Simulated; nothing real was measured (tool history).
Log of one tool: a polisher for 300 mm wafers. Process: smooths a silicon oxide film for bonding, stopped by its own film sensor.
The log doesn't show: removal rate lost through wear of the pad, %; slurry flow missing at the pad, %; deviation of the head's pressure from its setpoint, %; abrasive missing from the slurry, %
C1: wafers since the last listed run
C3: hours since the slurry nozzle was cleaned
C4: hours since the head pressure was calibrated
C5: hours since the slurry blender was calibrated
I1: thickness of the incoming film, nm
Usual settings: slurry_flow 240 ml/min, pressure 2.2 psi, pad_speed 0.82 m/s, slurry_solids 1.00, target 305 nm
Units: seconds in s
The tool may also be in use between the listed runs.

{"run": 1, "hour": 0.0, "slurry_flow": 240, "pressure": 2.2, "pad_speed": 0.82, "slurry_solids": 1.0, "target": 294, "C1": 0, "wafers polished on this pad": 2402, "C3": 104.3, "C4": 310.8, "C5": 383.8, "I1": 370.7, "seconds": 125.2}
{"run": 2, "hour": 70.9, "slurry_flow": 240, "pressure": 2.2, "pad_speed": 0.82, "slurry_solids": 1.0, "target": 294, "C1": 719, "wafers polished on this pad": 3122, "C3": 175.2, "C4": 381.7, "C5": 454.7, "I1": 373.8, "seconds": 128.3}
{"hour": 99.3, "done": "head pressure recalibrated"}
{"run": 3, "hour": 99.8, "slurry_flow": 240, "pressure": 2.2, "pad_speed": 0.82, "slurry_solids": 1.2, "target": 305, "C1": 272, "wafers polished on this pad": 3394, "C3": 204.1, "C4": 0.5, "C5": 483.6, "I1": 371.8, "seconds": 100.6}
{"hour": 158.3, "done": "slurry blender recalibrated"}
{"run": 4, "hour": 158.7, "slurry_flow": 240, "pressure": 2.2, "pad_speed": 0.82, "slurry_solids": 1.2, "target": 305, "C1": 577, "wafers polished on this pad": 3972, "C3": 263.0, "C4": 59.4, "C5": 0.4, "I1": 363.2, "seconds": 91.3}
{"hour": 199.5, "done": "worn pad replaced by a new one"}
{"run": 5, "hour": 225.7, "slurry_flow": 240, "pressure": 2.2, "pad_speed": 0.82, "slurry_solids": 1.0, "target": 287, "C1": 639, "wafers polished on this pad": 265, "C3": 330.0, "C4": 126.4, "C5": 67.4, "I1": 372.5, "seconds": 138.2}
{"run": 6, "hour": 297.4, "slurry_flow": 240, "pressure": 2.2, "pad_speed": 0.82, "slurry_solids": 1.0, "target": 287, "C1": 727, "wafers polished on this pad": 992, "C3": 401.7, "C4": 198.1, "C5": 139.1, "I1": 368.7, "seconds": 137.6}
{"run": 7, "hour": 324.4, "slurry_flow": 240, "pressure": 2.2, "pad_speed": 0.82, "slurry_solids": 1.0, "target": 287, "C1": 273, "wafers polished on this pad": 1266, "C3": 428.7, "C4": 225.1, "C5": 166.1, "I1": 369.4, "seconds": 138.8}
{"run": 8, "hour": 367.5, "slurry_flow": 240, "pressure": 2.2, "pad_speed": 0.82, "slurry_solids": 0.75, "target": 305, "C1": 437, "wafers polished on this pad": 1703, "C3": 471.8, "C4": 268.2, "C5": 209.2, "I1": 374.6, "seconds": 131.1}
{"run": 9, "hour": 406.6, "slurry_flow": 240, "pressure": 2.2, "pad_speed": 0.82, "slurry_solids": 0.75, "target": 305, "C1": 396, "wafers polished on this pad": 2100, "C3": 510.9, "C4": 307.3, "C5": 248.3, "I1": 370.3, "seconds": 122.9}
{"run": 10, "hour": 454.6, "slurry_flow": 240, "pressure": 2.2, "pad_speed": 0.66, "slurry_solids": 1.0, "target": 328, "C1": 486, "wafers polished on this pad": 2587, "C3": 558.9, "C4": 355.3, "C5": 296.3, "I1": 363.0, "seconds": 68.9}
{"run": 11, "hour": 497.1, "slurry_flow": 240, "pressure": 2.2, "pad_speed": 1.02, "slurry_solids": 0.75, "target": 305, "C1": 431, "wafers polished on this pad": 3018, "C3": 601.4, "C4": 397.8, "C5": 338.8, "I1": 370.7, "seconds": 108.4}
{"run": 12, "hour": 532.7, "slurry_flow": 195, "pressure": 3.0, "pad_speed": 0.94, "slurry_solids": 1.25, "target": 305, "C1": 361, "wafers polished on this pad": 3379, "C3": 637.0, "C4": 433.4, "C5": 374.4, "I1": 365.6, "seconds": 65.0}
{"hour": 573.5, "done": "head pressure recalibrated"}
{"hour": 588.2, "done": "worn pad replaced by a new one"}
{"run": 13, "hour": 588.7, "slurry_flow": 205, "pressure": 1.7, "pad_speed": 0.82, "slurry_solids": 1.2, "target": 293, "C1": 507, "wafers polished on this pad": 5, "C3": 693.0, "C4": 15.2, "C5": 430.4, "I1": 367.8, "seconds": 163.1}
{"run": 14, "hour": 616.8, "slurry_flow": 220, "pressure": 1.9, "pad_speed": 0.82, "slurry_solids": 1.0, "target": 305, "C1": 285, "wafers polished on this pad": 290, "C3": 721.1, "C4": 43.3, "C5": 458.5, "I1": 375.3, "seconds": 143.9}
{"hour": 625.9, "done": "slurry nozzle cleaned"}
{"hour": 642.8, "done": "slurry blender recalibrated"}
{"run": 15, "hour": 792.0, "slurry_flow": 270, "pressure": 2.2, "pad_speed": 0.82, "slurry_solids": 1.0, "target": 293, "C1": 1746, "wafers polished on this pad": 2037, "C3": 166.1, "C4": 218.5, "C5": 149.2, "I1": 374.0, "seconds": 129.8}
{"run": 16, "hour": 848.0, "slurry_flow": 260, "pressure": 2.2, "pad_speed": 1.08, "slurry_solids": 0.75, "target": 283, "C1": 568, "wafers polished on this pad": 2605, "C3": 222.1, "C4": 274.5, "C5": 205.2, "I1": 365.7, "seconds": 121.6}
{"run": 17, "hour": 878.9, "slurry_flow": 240, "pressure": 1.5, "pad_speed": 0.82, "slurry_solids": 1.0, "target": 305, "C1": 313, "wafers polished on this pad": 2919, "C3": 253.0, "C4": 305.4, "C5": 236.1, "I1": 372.9, "seconds": 160.4}
{"run": 18, "hour": 909.5, "slurry_flow": 160, "pressure": 2.2, "pad_speed": 0.82, "slurry_solids": 1.0, "target": 305, "C1": 310, "wafers polished on this pad": 3229, "C3": 283.6, "C4": 336.0, "C5": 266.7, "I1": 370.9, "seconds": 113.3}
{"run": 19, "hour": 936.2, "slurry_flow": 240, "pressure": 2.2, "pad_speed": 0.82, "slurry_solids": 1.0, "target": 305, "C1": 270, "wafers polished on this pad": 3500, "C3": 310.3, "C4": 362.7, "C5": 293.4, "I1": 372.9, "seconds": 109.4}
{"hour": 946.1, "done": "head pressure recalibrated"}
{"hour": 966.8, "done": "worn pad replaced by a new one"}
{"run": 20, "hour": 967.3, "slurry_flow": 240, "pressure": 1.6, "pad_speed": 1.08, "slurry_solids": 1.0, "target": 305, "C1": 254, "wafers polished on this pad": 5, "C3": 341.4, "C4": 21.2, "C5": 324.5, "I1": 364.7, "seconds": 105.7}
{"run": 21, "hour": 988.5, "slurry_flow": 265, "pressure": 2.2, "pad_speed": 0.82, "slurry_solids": 1.0, "target": 305, "C1": 215, "wafers polished on this pad": 220, "C3": 362.6, "C4": 42.4, "C5": 345.7, "I1": 371.5, "seconds": 109.1}
{"hour": 1125.9, "done": "slurry blender recalibrated"}
{"run": 22, "hour": 1193.7, "slurry_flow": 240, "pressure": 2.2, "pad_speed": 0.64, "slurry_solids": 1.0, "target": 326, "C1": 2061, "wafers polished on this pad": 2281, "C3": 567.8, "C4": 247.6, "C5": 67.8, "I1": 377.4, "seconds": 104.2}
{"run": 23, "hour": 1251.3, "slurry_flow": 240, "pressure": 2.2, "pad_speed": 0.82, "slurry_solids": 1.2, "target": 305, "C1": 584, "wafers polished on this pad": 2866, "C3": 625.4, "C4": 305.2, "C5": 125.4, "I1": 368.7, "seconds": 102.0}
{"run": 24, "hour": 1315.8, "slurry_flow": 215, "pressure": 2.2, "pad_speed": 0.82, "slurry_solids": 1.0, "target": 305, "C1": 654, "wafers polished on this pad": 3520, "C3": 689.9, "C4": 369.7, "C5": 189.9, "I1": 368.1, "seconds": 111.8}
{"hour": 1331.4, "done": "slurry nozzle cleaned"}
{"run": 25, "hour": 1353.7, "slurry_flow": 205, "pressure": 2.2, "pad_speed": 0.82, "slurry_solids": 0.7, "target": 305, "C1": 374, "wafers polished on this pad": 3894, "C3": 22.3, "C4": 407.6, "C5": 227.8, "I1": 369.9, "seconds": 122.8}
{"hour": 1364.0, "done": "head pressure recalibrated"}
{"run": 26, "hour": 1404.9, "slurry_flow": 180, "pressure": 2.2, "pad_speed": 0.82, "slurry_solids": 0.75, "target": 305, "C1": 499, "wafers polished on this pad": 4393, "C3": 73.5, "C4": 40.9, "C5": 279.0, "I1": 374.4, "seconds": 135.6}
{"hour": 1420.9, "done": "worn pad replaced by a new one"}
{"run": 27, "hour": 1457.2, "slurry_flow": 240, "pressure": 2.5, "pad_speed": 0.82, "slurry_solids": 1.1, "target": 305, "C1": 490, "wafers polished on this pad": 368, "C3": 125.8, "C4": 93.2, "C5": 331.3, "I1": 365.6, "seconds": 84.0}
{"run": 28, "hour": 1501.3, "slurry_flow": 240, "pressure": 2.2, "pad_speed": 0.82, "slurry_solids": 1.0, "target": 305, "C1": 447, "wafers polished on this pad": 816, "C3": 169.9, "C4": 137.3, "C5": 375.4, "I1": 362.0, "seconds": 92.2}
{"hour": 1546.4, "done": "slurry blender recalibrated"}
{"run": 29, "hour": 1557.6, "slurry_flow": 240, "pressure": 2.2, "pad_speed": 0.82, "slurry_solids": 1.0, "target": 305, "C1": 550, "wafers polished on this pad": 1366, "C3": 226.2, "C4": 193.6, "C5": 11.2, "I1": 368.3, "seconds": 107.6}
{"run": 30, "hour": 1595.5, "slurry_flow": 215, "pressure": 1.9, "pad_speed": 0.68, "slurry_solids": 1.0, "target": 313, "C1": 384, "wafers polished on this pad": 1751, "C3": 264.1, "C4": 231.5, "C5": 49.1, "I1": 373.2, "seconds": 135.0}

How the hidden state differs across the entries between the runs, from the last listed run before each to the first after it:
Between runs 2 and 3: head pressure recalibrated (hour 99.3)
  slurry flow missing at the pad, %: 2.62 -> 3.33
  measured less the result without the state, seconds: +0.4 -> +0.4 s
Between runs 3 and 4: slurry blender recalibrated (hour 158.3)
  slurry flow missing at the pad, %: 3.33 -> 5.1
  measured less the result without the state, seconds: +0.4 -> +0.6 s
Between runs 4 and 5: worn pad replaced by a new one (hour 199.5)
  slurry flow missing at the pad, %: 5.1 -> 7.66
  measured less the result without the state, seconds: +0.6 -> +1.3 s
Between runs 12 and 13: head pressure recalibrated (hour 573.5); worn pad replaced by a new one (hour 588.2)
  slurry flow missing at the pad, %: 26.8 -> 31.6
  measured less the result without the state, seconds: +3.4 -> +10.3 s
Between runs 14 and 15: slurry nozzle cleaned (hour 625.9); slurry blender recalibrated (hour 642.8)
  slurry flow missing at the pad, %: 34.2 -> 2.45
  measured less the result without the state, seconds: +9.5 -> +0.4 s
Between runs 19 and 20: head pressure recalibrated (hour 946.1); worn pad replaced by a new one (hour 966.8)
  slurry flow missing at the pad, %: 6.88 -> 8.19
  measured less the result without the state, seconds: +0.9 -> +1.1 s
Between runs 21 and 22: slurry blender recalibrated (hour 1125.9)
  slurry flow missing at the pad, %: 9.15 -> 21.5
  measured less the result without the state, seconds: +1.1 -> +3.4 s
Between runs 24 and 25: slurry nozzle cleaned (hour 1331.4)
  slurry flow missing at the pad, %: 31.4 -> 4.22
  measured less the result without the state, seconds: +6.6 -> +0.7 s
Between runs 25 and 26: head pressure recalibrated (hour 1364.0)
  slurry flow missing at the pad, %: 4.22 -> 4.53
  measured less the result without the state, seconds: +0.7 -> +1.0 s
Between runs 26 and 27: worn pad replaced by a new one (hour 1420.9)
  slurry flow missing at the pad, %: 4.53 -> 5.2
  measured less the result without the state, seconds: +1.0 -> +0.5 s
Between runs 28 and 29: slurry blender recalibrated (hour 1546.4)
  slurry flow missing at the pad, %: 6.04 -> 7.48
  measured less the result without the state, seconds: +0.7 -> +1.0 s
